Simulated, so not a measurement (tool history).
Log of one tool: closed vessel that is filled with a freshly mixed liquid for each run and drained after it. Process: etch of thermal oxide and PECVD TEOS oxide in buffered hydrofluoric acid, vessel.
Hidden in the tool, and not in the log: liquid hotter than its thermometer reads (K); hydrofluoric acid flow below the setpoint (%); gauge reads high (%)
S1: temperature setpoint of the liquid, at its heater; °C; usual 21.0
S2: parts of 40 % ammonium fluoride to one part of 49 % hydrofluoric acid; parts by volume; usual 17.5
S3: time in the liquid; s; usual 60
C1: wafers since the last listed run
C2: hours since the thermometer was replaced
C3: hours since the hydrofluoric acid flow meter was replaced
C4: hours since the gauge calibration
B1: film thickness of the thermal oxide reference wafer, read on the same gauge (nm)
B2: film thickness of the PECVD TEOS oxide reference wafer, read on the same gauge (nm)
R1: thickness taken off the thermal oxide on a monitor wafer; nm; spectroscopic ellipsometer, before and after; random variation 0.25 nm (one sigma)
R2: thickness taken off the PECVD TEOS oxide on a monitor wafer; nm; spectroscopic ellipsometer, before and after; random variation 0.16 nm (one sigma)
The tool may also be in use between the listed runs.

run 1 hour=0.0 | S1=21.0 S2=17.5 S3=60 | C1=0 C2=1861.2 C3=1046.8 C4=2229.1 | B1=110.01 B2=60.00 | R1=36.39 R2=41.52
run 2 hour=64.2 | S1=21.0 S2=17.5 S3=60 | C1=5320 C2=1925.4 C3=1111.0 C4=2293.3 | B1=110.06 B2=60.00 | R1=36.99 R2=41.76
-- hour=69.4 thermometer replaced
run 3 hour=92.6 | S1=21.0 S2=17.5 S3=60 | C1=2270 C2=23.2 C3=1139.4 C4=2321.7 | B1=110.04 B2=60.02 | R1=34.04 R2=38.90
run 4 hour=116.7 | S1=21.0 S2=14.5 S3=70 | C1=1997 C2=47.3 C3=1163.5 C4=2345.8 | B1=109.99 B2=60.02 | R1=48.93 R2=54.67
-- hour=154.6 gauge calibrated
run 5 hour=158.5 | S1=21.0 S2=17.5 S3=60 | C1=3464 C2=89.1 C3=1205.3 C4=3.9 | B1=109.93 B2=60.00 | R1=34.59 R2=39.04
run 6 hour=188.1 | S1=17.5 S2=20.5 S3=75 | C1=2453 C2=118.7 C3=1234.9 C4=33.5 | B1=109.96 B2=59.98 | R1=30.49 R2=34.90
run 7 hour=236.1 | S1=21.0 S2=17.5 S3=60 | C1=3977 C2=166.7 C3=1282.9 C4=81.5 | B1=110.00 B2=60.00 | R1=34.51 R2=39.15
run 8 hour=263.6 | S1=18.5 S2=15.0 S3=35 | C1=2279 C2=194.2 C3=1310.4 C4=109.0 | B1=109.95 B2=60.00 | R1=20.32 R2=23.05
run 9 hour=303.3 | S1=21.0 S2=17.5 S3=60 | C1=3290 C2=233.9 C3=1350.1 C4=148.7 | B1=110.01 B2=59.97 | R1=34.80 R2=39.10
run 10 hour=330.7 | S1=22.5 S2=24.5 S3=60 | C1=2270 C2=261.3 C3=1377.5 C4=176.1 | B1=110.00 B2=59.97 | R1=29.02 R2=32.63
run 11 hour=372.3 | S1=17.5 S2=19.5 S3=90 | C1=3447 C2=302.9 C3=1419.1 C4=217.7 | B1=110.01 B2=59.96 | R1=38.12 R2=43.45
run 12 hour=441.9 | S1=21.0 S2=12.0 S3=60 | C1=5767 C2=372.5 C3=1488.7 C4=287.3 | B1=109.99 B2=60.04 | R1=50.22 R2=57.08
run 13 hour=489.5 | S1=21.0 S2=17.5 S3=75 | C1=3944 C2=420.1 C3=1536.3 C4=334.9 | B1=109.96 B2=60.03 | R1=43.66 R2=49.73
run 14 hour=527.2 | S1=23.5 S2=21.0 S3=90 | C1=3124 C2=457.8 C3=1574.0 C4=372.6 | B1=110.03 B2=59.95 | R1=50.64 R2=57.99
run 15 hour=561.7 | S1=26.0 S2=15.0 S3=90 | C1=2859 C2=492.3 C3=1608.5 C4=407.1 | B1=110.00 B2=59.99 | R1=80.63 R2=90.78
run 16 hour=630.7 | S1=21.0 S2=19.5 S3=60 | C1=5718 C2=561.3 C3=1677.5 C4=476.1 | B1=110.00 B2=60.01 | R1=31.74 R2=35.79
run 17 hour=663.8 | S1=17.5 S2=13.0 S3=70 | C1=2743 C2=594.4 C3=1710.6 C4=509.2 | B1=110.02 B2=60.03 | R1=45.07 R2=51.42
run 18 hour=725.5 | S1=21.0 S2=17.5 S3=60 | C1=5113 C2=656.1 C3=1772.3 C4=570.9 | B1=109.99 B2=59.97 | R1=35.18 R2=40.20
run 19 hour=770.3 | S1=18.5 S2=17.5 S3=60 | C1=3712 C2=700.9 C3=1817.1 C4=615.7 | B1=110.03 B2=60.02 | R1=30.78 R2=35.00
run 20 hour=794.4 | S1=21.0 S2=13.0 S3=85 | C1=1997 C2=725.0 C3=1841.2 C4=639.8 | B1=110.05 B2=60.03 | R1=67.37 R2=75.98
-- hour=881.1 hydrofluoric acid flow meter replaced
run 21 hour=930.2 | S1=18.5 S2=13.5 S3=60 | C1=11171 C2=860.8 C3=49.1 C4=775.6 | B1=110.02 B2=59.97 | R1=40.46 R2=44.99
run 22 hour=1106.7 | S1=21.0 S2=23.5 S3=40 | C1=14627 C2=1037.3 C3=225.6 C4=952.1 | B1=110.06 B2=60.01 | R1=18.73 R2=21.34
run 23 hour=1141.0 | S1=21.0 S2=17.5 S3=60 | C1=2842 C2=1071.6 C3=259.9 C4=986.4 | B1=110.00 B2=59.99 | R1=36.10 R2=40.71
run 24 hour=1176.4 | S1=25.5 S2=17.5 S3=60 | C1=2933 C2=1107.0 C3=295.3 C4=1021.8 | B1=109.98 B2=59.97 | R1=46.12 R2=52.15
run 25 hour=1285.4 | S1=21.0 S2=17.5 S3=60 | C1=9033 C2=1216.0 C3=404.3 C4=1130.8 | B1=110.06 B2=60.00 | R1=35.83 R2=40.54
run 26 hour=1352.0 | S1=21.0 S2=13.0 S3=60 | C1=5519 C2=1282.6 C3=470.9 C4=1197.4 | B1=109.99 B2=59.99 | R1=48.26 R2=54.60

What the log doesn't show, run by run:
hydrofluoric acid flow below the setpoint (%): 0 in every run
gauge reads high (%): 0 in every run
H1: liquid hotter than its thermometer reads (K)
run=1 H1=1.56
run=2 H1=1.61
run=3 H1=0.316
run=4 H1=0.334
run=5 H1=0.366
run=6 H1=0.388
run=7 H1=0.425
run=8 H1=0.446
run=9 H1=0.476
run=10 H1=0.497
run=11 H1=0.528
run=12 H1=0.581
run=13 H1=0.617
run=14 H1=0.646
run=15 H1=0.672
run=16 H1=0.724
run=17 H1=0.75
run=18 H1=0.796
run=19 H1=0.83
run=20 H1=0.849
run=21 H1=0.952
run=22 H1=1.09
run=23 H1=1.11
run=24 H1=1.14
run=25 H1=1.22
run=26 H1=1.27
